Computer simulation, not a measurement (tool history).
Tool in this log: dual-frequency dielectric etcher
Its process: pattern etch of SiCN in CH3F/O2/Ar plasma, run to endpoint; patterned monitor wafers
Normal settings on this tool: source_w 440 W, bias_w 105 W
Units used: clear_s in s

run      day  source_w  bias_w  wafers since the last listed run  hours since the last wet clean  hours since the last source power generator calibration  hours since the last bias power generator calibration  hours since the last upper electrode change  incoming incoming film thickness, nm  clear_s
  1    0.000       440     105                                 0                           160.8                                                   1842.1                                                 4355.0                                       5052.2                                  8.14     20.3
  2    3.242       440     105                               665                           238.6                                                   1919.9                                                 4432.8                                       5130.0                                  8.08     20.0
  3    6.204       500     120                               608                           309.7                                                   1991.0                                                 4503.9                                       5201.1                                  8.11     19.0
  4    8.242       500     120                               418                           358.6                                                   2039.9                                                 4552.8                                       5250.0                                  8.17     18.8
  5   10.888       440     105                               543                           422.1                                                   2103.4                                                 4616.3                                       5313.5                                  8.18     20.7
      12.504  -- wet clean of the chamber
  6   14.975       440     105                               634                            59.3                                                   2201.5                                                 4714.4                                       5411.6                                  8.07     19.8
  7   17.288       440     105                               475                           114.8                                                   2257.0                                                 4769.9                                       5467.1                                  8.10     19.6
  8   19.746       440     105                               504                           173.8                                                   2316.0                                                 4828.9                                       5526.1                                  8.11     20.1
  9   22.433       440     105                               552                           238.3                                                   2380.5                                                 4893.4                                       5590.6                                  8.19     20.1
 10   25.175       440     105                               563                           304.1                                                   2446.3                                                 4959.2                                       5656.4                                  8.09     20.3
 11   28.029       440     105                               586                           372.6                                                   2514.8                                                 5027.7                                       5724.9                                  8.18     20.5
 12   30.988       440     105                               607                           443.6                                                   2585.8                                                 5098.7                                       5795.9                                  8.17     20.8
      34.033  -- wet clean of the chamber
 13   34.054       440     105                               424                             0.5                                                   2659.4                                                 5172.3                                       5869.5                                  8.10     19.5
 14   37.925       440     105                               795                            93.4                                                   2752.3                                                 5265.2                                       5962.4                                  8.02     19.7
      39.421  -- upper electrode replaced
 15   39.862       440     105                               192                           139.9                                                   2798.8                                                 5311.7                                         10.6                                  8.20     20.5
 16   42.308       440     105                               502                           198.6                                                   2857.5                                                 5370.4                                         69.3                                  8.05     20.3
      45.746  -- source power generator calibrated
 17   45.846       440     105                               692                           283.5                                                      2.4                                                 5455.3                                        154.2                                  8.03     20.1
 18   48.583       440     105                               562                           349.2                                                     68.1                                                 5521.0                                        219.9                                  8.07     20.2
      49.433  -- bias power generator calibrated
 19   57.388       500      97                              1774                           560.5                                                    279.4                                                  190.9                                        431.2                                  8.10     20.5
      59.700  -- wet clean of the chamber
 20   59.721       440     105                               273                             0.5                                                    335.4                                                  246.9                                        487.2                                  8.20     19.8
 21   62.679       440     117                               607                            71.5                                                    406.4                                                  317.9                                        558.2                                  8.15     19.3
 22   67.121       440     105                               912                           178.1                                                    513.0                                                  424.5                                        664.8                                  8.08     19.9
 23   70.250       520      80                               642                           253.2                                                    588.1                                                  499.6                                        739.9                                  8.07     20.7
 24   71.954       440      86                               350                           294.1                                                    629.0                                                  540.5                                        780.8                                  8.12     21.5
 25   75.792       530     105                               788                           386.2                                                    721.1                                                  632.6                                        872.9                                  8.11     19.3
 26   77.896       490     115                               432                           436.7                                                    771.6                                                  683.1                                        923.4                                  8.09     19.7
 27   81.471       440     105                               734                           522.5                                                    857.4                                                  768.9                                       1009.2                                  8.10     20.8
      83.025  -- wet clean of the chamber
 28   85.558       440     105                               634                            60.8                                                    955.5                                                  867.0                                       1107.3                                  8.12     19.7
 29   89.417       350     105                               792                           153.4                                                   1048.1                                                  959.6                                       1199.9                                  8.07     21.2
 30   93.317       470      97                               801                           247.0                                                   1141.7                                                 1053.2                                       1293.5                                  8.14     20.4
 31   96.079       440     105                               567                           313.3                                                   1208.0                                                 1119.5                                       1359.8                                  8.11     19.8
 32   98.112       440      91                               417                           362.1                                                   1256.8                                                 1168.3                                       1408.6                                  8.10     20.9
 33  101.475       440     105                               690                           442.8                                                   1337.5                                                 1249.0                                       1489.3                                  8.16     20.2
     105.008  -- wet clean of the chamber
 34  105.029       400     126                               524                             0.5                                                   1422.8                                                 1334.3                                       1574.6                                  8.12     19.1
 35  107.979       340     126                               605                            71.3                                                   1493.6                                                 1405.1                                       1645.4                                  8.13     19.8

Hidden state at the last listed run before each entry between runs and at the first one after, where it differs:
Between runs 5 and 6: wet clean of the chamber (day 12.504)
  etch rate over this chamber's usual, %: -4.35 -> -0.834
  measured result minus the result with no hidden state, clear_s: +0.9 -> +0.2 s
Between runs 12 and 13: wet clean of the chamber (day 34.033)
  etch rate over this chamber's usual, %: -4.6 -> -0.723
  measured result minus the result with no hidden state, clear_s: +1.0 -> +0.2 s
Between runs 14 and 15: upper electrode replaced (day 39.421)
  etch rate over this chamber's usual, %: -1.63 -> -2.09
  measured result minus the result with no hidden state, clear_s: +0.3 -> +0.4 s
Between runs 16 and 17: source power generator calibrated (day 45.746)
  etch rate over this chamber's usual, %: -2.66 -> -3.49
  measured result minus the result with no hidden state, clear_s: +0.5 -> +0.7 s
Between runs 18 and 19: bias power generator calibrated (day 49.433)
  etch rate over this chamber's usual, %: -4.14 -> -6.21
  measured result minus the result with no hidden state, clear_s: +0.8 -> +1.3 s
Between runs 19 and 20: wet clean of the chamber (day 59.700)
  etch rate over this chamber's usual, %: -6.21 -> -0.0957
  measured result minus the result with no hidden state, clear_s: +1.3 -> +0.0 s
Between runs 27 and 28: wet clean of the chamber (day 83.025)
  etch rate over this chamber's usual, %: -5.21 -> 0.023
  measured result minus the result with no hidden state, clear_s: +1.1 -> -0.1 s
Between runs 33 and 34: wet clean of the chamber (day 105.008)
  etch rate over this chamber's usual, %: -3.72 -> 0.139
  measured result minus the result with no hidden state, clear_s: +0.7 -> +0.0 s

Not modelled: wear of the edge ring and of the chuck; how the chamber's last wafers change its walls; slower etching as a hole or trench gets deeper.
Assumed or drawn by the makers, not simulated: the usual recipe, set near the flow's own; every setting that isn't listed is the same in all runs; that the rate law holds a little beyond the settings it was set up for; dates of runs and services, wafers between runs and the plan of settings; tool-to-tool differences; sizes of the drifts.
